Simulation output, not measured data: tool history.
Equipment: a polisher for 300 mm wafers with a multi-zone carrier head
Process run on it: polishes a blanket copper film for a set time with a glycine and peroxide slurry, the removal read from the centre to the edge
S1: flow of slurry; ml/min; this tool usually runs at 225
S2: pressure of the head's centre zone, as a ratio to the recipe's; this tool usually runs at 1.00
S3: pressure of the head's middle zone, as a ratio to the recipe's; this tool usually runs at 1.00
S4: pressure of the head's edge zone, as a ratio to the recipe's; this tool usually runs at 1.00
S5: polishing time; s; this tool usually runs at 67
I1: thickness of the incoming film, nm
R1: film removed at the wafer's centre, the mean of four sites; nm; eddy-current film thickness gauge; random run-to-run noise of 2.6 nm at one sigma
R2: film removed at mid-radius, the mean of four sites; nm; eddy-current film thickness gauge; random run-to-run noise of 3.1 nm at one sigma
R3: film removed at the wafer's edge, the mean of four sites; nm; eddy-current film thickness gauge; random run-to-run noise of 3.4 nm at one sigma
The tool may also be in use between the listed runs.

| run | hour | S1 | S2 | S3 | S4 | S5 | I1 | R1 | R2 | R3 |
|---|---|---|---|---|---|---|---|---|---|---|
| 1 | 0.0 | 225 | 1.00 | 1.00 | 1.00 | 67 | 1447.1 | 259.8 | 300.7 | 306.4 |
|  | 28.7 | worn pad replaced by a new one |
| 2 | 34.2 | 225 | 1.00 | 1.00 | 1.00 | 67 | 1415.3 | 255.7 | 306.4 | 309.1 |
| 3 | 50.6 | 225 | 1.00 | 1.00 | 1.00 | 67 | 1459.0 | 254.9 | 305.8 | 305.0 |
| 4 | 64.9 | 225 | 1.00 | 1.00 | 1.00 | 67 | 1416.3 | 256.7 | 303.6 | 307.4 |
| 5 | 86.1 | 225 | 1.00 | 1.00 | 1.00 | 73 | 1458.3 | 278.2 | 332.8 | 330.5 |
| 6 | 98.6 | 225 | 1.00 | 1.00 | 1.00 | 73 | 1412.8 | 273.3 | 337.2 | 339.0 |
|  | 105.0 | centre zone pressure recalibrated |
| 7 | 125.7 | 225 | 1.00 | 1.00 | 0.95 | 67 | 1435.8 | 298.0 | 304.6 | 307.0 |
| 8 | 140.7 | 225 | 1.00 | 1.00 | 0.95 | 67 | 1455.9 | 303.7 | 305.8 | 299.8 |
| 9 | 168.2 | 225 | 1.00 | 1.11 | 1.00 | 46 | 1419.1 | 204.8 | 230.7 | 211.2 |
|  | 177.4 | edge zone pressure recalibrated |
|  | 181.4 | worn pad replaced by a new one |
| 10 | 196.6 | 225 | 1.00 | 1.00 | 1.00 | 73 | 1428.7 | 326.1 | 333.3 | 338.8 |
| 11 | 218.0 | 225 | 1.00 | 1.00 | 1.11 | 67 | 1436.0 | 300.7 | 305.2 | 322.5 |
| 12 | 249.4 | 290 | 1.00 | 0.94 | 1.00 | 67 | 1411.4 | 313.2 | 293.3 | 318.0 |
| 13 | 263.3 | 225 | 0.94 | 1.00 | 1.00 | 49 | 1401.1 | 206.8 | 220.8 | 225.6 |
| 14 | 285.8 | 225 | 1.00 | 1.00 | 1.00 | 67 | 1415.3 | 303.8 | 304.3 | 306.7 |
|  | 330.0 | worn pad replaced by a new one |
|  | 333.2 | slurry nozzle cleaned |
| 15 | 335.3 | 225 | 0.97 | 1.00 | 1.00 | 67 | 1411.6 | 288.2 | 302.5 | 312.2 |
|  | 344.7 | carrier head's membrane replaced by a new one |
| 16 | 369.1 | 225 | 1.00 | 1.00 | 0.95 | 67 | 1456.9 | 298.5 | 302.6 | 296.3 |
| 17 | 385.6 | 200 | 1.10 | 0.91 | 1.03 | 67 | 1423.2 | 325.5 | 272.9 | 309.6 |
| 18 | 401.5 | 225 | 1.00 | 1.00 | 1.00 | 67 | 1409.1 | 299.8 | 307.9 | 307.6 |
| 19 | 427.3 | 225 | 1.00 | 0.96 | 1.00 | 48 | 1436.4 | 213.7 | 210.4 | 227.6 |
| 20 | 456.0 | 225 | 1.00 | 1.00 | 1.00 | 67 | 1425.4 | 298.6 | 305.9 | 312.5 |
| 21 | 477.6 | 225 | 1.06 | 0.91 | 1.00 | 67 | 1420.3 | 310.4 | 281.8 | 313.9 |

Forecast each of these 5 alternatives for the next run:
| A | 478.0 | 225 | 1.00 | 1.00 | 1.00 | 67 | 1419.9 | ? | ? | ? |
| B | 478.0 | 165 | 1.12 | 1.00 | 1.00 | 67 | 1419.9 | ? | ? | ? |
| C | 478.0 | 265 | 1.03 | 0.96 | 1.00 | 75 | 1419.9 | ? | ? | ? |
| D | 478.0 | 275 | 1.00 | 1.00 | 1.00 | 67 | 1419.9 | ? | ? | ? |
| E | 478.0 | 225 | 1.08 | 1.00 | 1.04 | 67 | 1419.9 | ? | ? | ? |

| run | R1 | R2 | R3 |
|---|---|---|---|
| A | 293.1 | 302.8 | 311.4 |
| B | 311.2 | 289.5 | 301.3 |
| C | 344.7 | 333.6 | 353.8 |
| D | 300.6 | 309.7 | 316.8 |
| E | 315.7 | 302.6 | 317.4 |
Stripped of hidden state, with their random variation kept, the same runs would have yielded:
| run | R1 | R2 | R3 |
|---|---|---|---|
| A | 293.0 | 302.8 | 311.4 |
| B | 311.1 | 289.5 | 301.3 |
| C | 344.5 | 333.6 | 353.8 |
| D | 300.5 | 309.7 | 316.8 |
| E | 315.6 | 302.6 | 317.4 |

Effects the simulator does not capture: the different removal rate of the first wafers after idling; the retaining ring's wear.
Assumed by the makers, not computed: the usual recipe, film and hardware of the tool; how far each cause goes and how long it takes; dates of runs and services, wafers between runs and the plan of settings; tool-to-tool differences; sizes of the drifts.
